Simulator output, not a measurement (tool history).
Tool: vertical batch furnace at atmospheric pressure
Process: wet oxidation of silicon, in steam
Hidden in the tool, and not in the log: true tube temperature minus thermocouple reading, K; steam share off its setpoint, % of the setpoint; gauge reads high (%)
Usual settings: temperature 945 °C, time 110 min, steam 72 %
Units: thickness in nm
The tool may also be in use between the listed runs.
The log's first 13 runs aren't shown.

| run | hour | temperature | time | steam | wafers since the last listed run | hours since the last temperature calibration | hours since the steam generator was serviced | hours since the gauge calibration | read-back reference wafer on the same gauge, thickness | thickness |
|---|---|---|---|---|---|---|---|---|---|---|
|  | 483.3 | gauge calibrated |
| 14 | 517.9 | 945 | 110 | 72 | 489 | 2936.9 | 3069.4 | 34.6 | 326.26 | 339.23 |
| 15 | 543.6 | 945 | 110 | 72 | 296 | 2962.6 | 3095.1 | 60.3 | 326.34 | 340.77 |
| 16 | 568.6 | 945 | 110 | 72 | 288 | 2987.6 | 3120.1 | 85.3 | 325.95 | 339.31 |
| 17 | 597.3 | 945 | 73 | 72 | 330 | 3016.3 | 3148.8 | 114 | 325.53 | 248.08 |
|  | 638.6 | steam generator serviced |
| 18 | 639.1 | 945 | 133 | 82 | 205 | 3058.1 | 0.5 | 155.8 | 326.09 | 433.58 |
| 19 | 657.9 | 945 | 110 | 72 | 216 | 3076.9 | 19.3 | 174.6 | 326.35 | 342.57 |
|  | 701.5 | thermocouples replaced and temperature profile calibrated |
| 20 | 702 | 921 | 85.5 | 67 | 231 | 0.5 | 63.4 | 218.7 | 326.41 | 213.77 |
| 21 | 717.2 | 968 | 136 | 76 | 175 | 15.7 | 78.6 | 233.9 | 326.09 | 511.94 |
| 22 | 751.7 | 945 | 144.5 | 80 | 397 | 50.2 | 113.1 | 268.4 | 326.23 | 462.05 |
| 23 | 770.6 | 951 | 110 | 79 | 217 | 69.1 | 132 | 287.3 | 326.21 | 393.76 |
| 24 | 803.7 | 945 | 130.5 | 63 | 381 | 102.2 | 165.1 | 320.4 | 325.6 | 359.66 |
| 25 | 831 | 961 | 110 | 72 | 314 | 129.5 | 192.4 | 347.7 | 326.14 | 404.29 |
|  | 866.7 | thermocouples replaced and temperature profile calibrated, repeated, since the last time left the tool worse |
| 26 | 867.2 | 937 | 75.5 | 82 | 140 | 0.5 | 228.6 | 383.9 | 325.84 | 253.53 |
| 27 | 872 | 945 | 110 | 72 | 55 | 5.3 | 233.4 | 388.7 | 325.7 | 330.82 |
| 28 | 891.8 | 922 | 82 | 72 | 228 | 25.1 | 253.2 | 408.5 | 325.77 | 209.02 |
| 29 | 906.1 | 945 | 110 | 72 | 164 | 39.4 | 267.5 | 422.8 | 326.1 | 333.25 |
| 30 | 940.5 | 945 | 110 | 72 | 396 | 73.8 | 301.9 | 457.2 | 325.92 | 331.76 |
| 31 | 969.8 | 945 | 110 | 82 | 337 | 103.1 | 331.2 | 486.5 | 325.85 | 364.91 |
| 32 | 990.3 | 945 | 110 | 72 | 236 | 123.6 | 351.7 | 507 | 326.06 | 333 |
| 33 | 1021 | 926 | 110 | 72 | 353 | 154.3 | 382.4 | 537.7 | 326.53 | 278.27 |
| 34 | 1044.7 | 957 | 110 | 68 | 273 | 178 | 406.1 | 561.4 | 325.94 | 353.5 |
| 35 | 1072.5 | 934 | 110 | 72 | 320 | 205.8 | 433.9 | 589.2 | 325.72 | 299.79 |
| 36 | 1096.9 | 951 | 68 | 76 | 281 | 230.2 | 458.3 | 613.6 | 326.21 | 255.14 |
| 37 | 1156.8 | 924 | 95.5 | 83 | 690 | 290.1 | 518.2 | 673.5 | 326.15 | 274.13 |
| 38 | 1174.1 | 945 | 110 | 72 | 199 | 307.4 | 535.5 | 690.8 | 325.86 | 333.73 |

4 ways to go on from here, each from the tool as it stands after run 38. What would each give?
| A | 1179 | 945 | 110 | 76 | 56 | 312.3 | 540.4 | 695.7 | ? | ? |
| B | 1179 | 926 | 142 | 68 | 56 | 312.3 | 540.4 | 695.7 | ? | ? |
| C | 1179 | 962 | 145.5 | 79 | 56 | 312.3 | 540.4 | 695.7 | ? | ? |
| D | 1179 | 956 | 125.5 | 80 | 56 | 312.3 | 540.4 | 695.7 | ? | ? |

| run | read-back reference wafer on the same gauge, thickness | thickness |
|---|---|---|
| A | 326.19 | 350.17 |
| B | 326.19 | 329.24 |
| C | 326.19 | 508.53 |
| D | 326.19 | 440.73 |
Without the tool's hidden state the same runs would have given:
| run | thickness |
|---|---|
| A | 346.81 |
| B | 325.95 |
| C | 504.36 |
| D | 436.85 |
